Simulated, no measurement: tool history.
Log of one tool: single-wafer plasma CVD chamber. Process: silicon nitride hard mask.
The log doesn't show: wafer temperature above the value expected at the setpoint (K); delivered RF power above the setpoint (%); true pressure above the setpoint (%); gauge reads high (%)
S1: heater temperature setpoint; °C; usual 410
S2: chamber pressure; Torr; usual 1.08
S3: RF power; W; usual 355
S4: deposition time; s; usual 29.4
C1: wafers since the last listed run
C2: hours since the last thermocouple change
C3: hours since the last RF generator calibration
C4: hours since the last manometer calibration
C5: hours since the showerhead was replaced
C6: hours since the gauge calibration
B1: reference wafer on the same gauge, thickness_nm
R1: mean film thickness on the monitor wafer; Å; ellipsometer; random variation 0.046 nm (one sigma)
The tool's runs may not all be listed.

Run 1, hour 0: usual settings; C1 0; C2 890; C3 1953.7; C4 3133.3; C5 5992.9; C6 178.4; B1 31.372. Result: R1 311.56 Å.
Run 2, hour 8.6: usual settings; C1 117; C2 898.6; C3 1962.3; C4 3141.9; C5 6001.5; C6 187; B1 31.369. Result: R1 312.14 Å.
Run 3, hour 24.8: usual settings but S1 420 °C; C1 222; C2 914.8; C3 1978.5; C4 3158.1; C5 6017.7; C6 203.2; B1 31.373. Result: R1 311 Å.
Run 4, hour 40.6: usual settings but S1 421 °C, S2 0.93 Torr; C1 216; C2 930.6; C3 1994.3; C4 3173.9; C5 6033.5; C6 219; B1 31.396. Result: R1 292.25 Å.
Run 5, hour 48.1: usual settings but S1 421 °C, S2 0.93 Torr; C1 102; C2 938.1; C3 2001.8; C4 3181.4; C5 6041; C6 226.5; B1 31.399. Result: R1 292.33 Å.
Run 6, hour 64.5: usual settings but S1 421 °C, S2 0.93 Torr; C1 224; C2 954.5; C3 2018.2; C4 3197.8; C5 6057.4; C6 242.9; B1 31.394. Result: R1 292.45 Å.
Run 7, hour 80.2: usual settings; C1 215; C2 970.2; C3 2033.9; C4 3213.5; C5 6073.1; C6 258.6; B1 31.403. Result: R1 312.53 Å.
Run 8, hour 96.7: usual settings; C1 226; C2 986.7; C3 2050.4; C4 3230; C5 6089.6; C6 275.1; B1 31.42. Result: R1 311.81 Å.
At hour 125.5: showerhead replaced.
Run 9, hour 126: usual settings; C1 292; C2 1016; C3 2079.7; C4 3259.3; C5 0.5; C6 304.4; B1 31.409. Result: R1 311.81 Å.
Run 10, hour 128.2: usual settings; C1 30; C2 1018.2; C3 2081.9; C4 3261.5; C5 2.7; C6 306.6; B1 31.404. Result: R1 312.52 Å.
At hour 138.4: capacitance manometer re-zeroed and calibrated.
At hour 155.7: gauge calibrated.
At hour 172.3: thermocouple changed; heater temperature recalibrated.
Run 11, hour 172.8: usual settings; C1 392; C2 0.5; C3 2126.5; C4 34.4; C5 47.3; C6 17.1; B1 31.188. Result: R1 309.66 Å.
Run 12, hour 177.7: usual settings; C1 67; C2 5.4; C3 2131.4; C4 39.3; C5 52.2; C6 22; B1 31.169. Result: R1 309.37 Å.
Run 13, hour 189.4: usual settings but S3 325 W; C1 160; C2 17.1; C3 2143.1; C4 51; C5 63.9; C6 33.7; B1 31.206. Result: R1 299.84 Å.
Run 14, hour 198.8: usual settings but S1 406 °C, S3 385 W, S4 24.5 s; C1 128; C2 26.5; C3 2152.5; C4 60.4; C5 73.3; C6 43.1; B1 31.225. Result: R1 267.47 Å.
At hour 214.4: RF generator calibrated.
Run 15, hour 214.9: usual settings but S1 417 °C, S3 375 W, S4 27 s; C1 111; C2 42.6; C3 0.5; C4 76.5; C5 89.4; C6 59.2; B1 31.231. Result: R1 290.77 Å.
Run 16, hour 231.2: usual settings; C1 223; C2 58.9; C3 16.8; C4 92.8; C5 105.7; C6 75.5; B1 31.275. Result: R1 311.12 Å.
Run 17, hour 239.2: usual settings but S3 320 W; C1 109; C2 66.9; C3 24.8; C4 100.8; C5 113.7; C6 83.5; B1 31.263. Result: R1 298.46 Å.
Run 18, hour 255.6: usual settings; C1 224; C2 83.3; C3 41.2; C4 117.2; C5 130.1; C6 99.9; B1 31.282. Result: R1 310.46 Å.
Run 19, hour 269.4: usual settings but S1 406 °C; C1 189; C2 97.1; C3 55; C4 131; C5 143.9; C6 113.7; B1 31.312. Result: R1 311.74 Å.
Run 20, hour 280.4: usual settings but S1 402 °C, S4 33.2 s; C1 150; C2 108.1; C3 66; C4 142; C5 154.9; C6 124.7; B1 31.321. Result: R1 352.87 Å.
Run 21, hour 293.6: usual settings but S3 380 W, S4 31.3 s; C1 180; C2 121.3; C3 79.2; C4 155.2; C5 168.1; C6 137.9; B1 31.34. Result: R1 340.3 Å.
Run 22, hour 301.4: usual settings; C1 106; C2 129.1; C3 87; C4 163; C5 175.9; C6 145.7; B1 31.361. Result: R1 312.33 Å.
Run 23, hour 308.7: usual settings but S2 1.32 Torr, S4 33.5 s; C1 100; C2 136.4; C3 94.3; C4 170.3; C5 183.2; C6 153; B1 31.339. Result: R1 382.39 Å.
Run 24, hour 324.8: usual settings but S1 415 °C; C1 220; C2 152.5; C3 110.4; C4 186.4; C5 199.3; C6 169.1; B1 31.345. Result: R1 311.58 Å.
Run 25, hour 335.7: usual settings but S2 0.96 Torr, S3 330 W, S4 31 s; C1 149; C2 163.4; C3 121.3; C4 197.3; C5 210.2; C6 180; B1 31.377. Result: R1 303.83 Å.

Measured less the same run without the tool's hidden state. The same run-to-run variation is in both; the gauge's scatter may not be:
run     R1
  1  +2.62
  2  +2.67
  3  +2.75
  4  +2.65
  5  +2.68
  6  +2.75
  7  +2.99
  8  +3.04
  9  +3.12
 10  +3.12
 11  +0.68
 12  +0.77
 13  +0.97
 14  +1.02
 15  +1.35
 16  +1.67
 17   +1.7
 18  +1.97
 19  +2.12
 20  +2.52
 21  +2.56
 22  +2.41
 23  +3.02
 24  +2.57
 25  +2.58

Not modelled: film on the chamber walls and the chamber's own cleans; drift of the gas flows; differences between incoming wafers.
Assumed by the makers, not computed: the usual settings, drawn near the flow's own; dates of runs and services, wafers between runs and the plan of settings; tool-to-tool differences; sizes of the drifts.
